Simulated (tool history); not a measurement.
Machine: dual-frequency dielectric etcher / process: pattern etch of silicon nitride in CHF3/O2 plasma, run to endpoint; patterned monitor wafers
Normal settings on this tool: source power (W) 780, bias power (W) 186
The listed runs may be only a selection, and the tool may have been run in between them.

run	hour	source power (W)	bias power (W)	incoming incoming film thickness, nm	endpoint time (s)
1	0	780	206	56.2	32.7
2	50.3	820	186	55.7	32.5
3	87.2	820	186	55.4	32.5
# hour 154.7: wet clean of the chamber
4	155.2	820	186	55.6	32.6
5	165.4	780	186	55.9	33.4
6	208.4	780	186	56.2	33.4
7	257.6	780	161	55.8	34.9
8	285.9	780	186	56.1	33.7
9	321.4	780	186	55.5	33.4
10	371.1	640	199	56.2	36
11	412.9	640	199	55.9	35.9
# hour 455.3: upper electrode replaced
12	462.6	640	199	56.3	36.2
# hour 481.6: source power generator calibrated
13	524.4	970	220	55.9	28.6
14	590.2	940	209	55.4	29.4
15	632.7	660	202	55.9	34.9
16	665.9	780	186	56.1	33.3
17	716.4	780	186	55.5	32.9
# hour 772.7: wet clean of the chamber
18	773.2	780	186	56.4	33.6
19	798.4	700	212	56	33.7
# hour 844: bias power generator calibrated
20	951.2	870	202	56	31.2
21	1004.7	640	150	56.1	38.8
22	1072.1	780	232	55.6	31.4
23	1109.5	710	203	55.8	34
24	1137.3	780	186	56	33.5

Consider 3 possible next runs. They are alternatives, not a sequence: every one starts from the tool as it was left by run 24. What does each give?
A	1137.7	670	186	55.9	?
B	1137.7	780	215	55.9	?
C	1137.7	900	171	55.9	?

run	endpoint time (s)
A	36
B	32.3
C	32.3
What these runs would have given with no unlogged condition in the tool:
run	endpoint time (s)
A	35.3
B	31.7
C	31.7
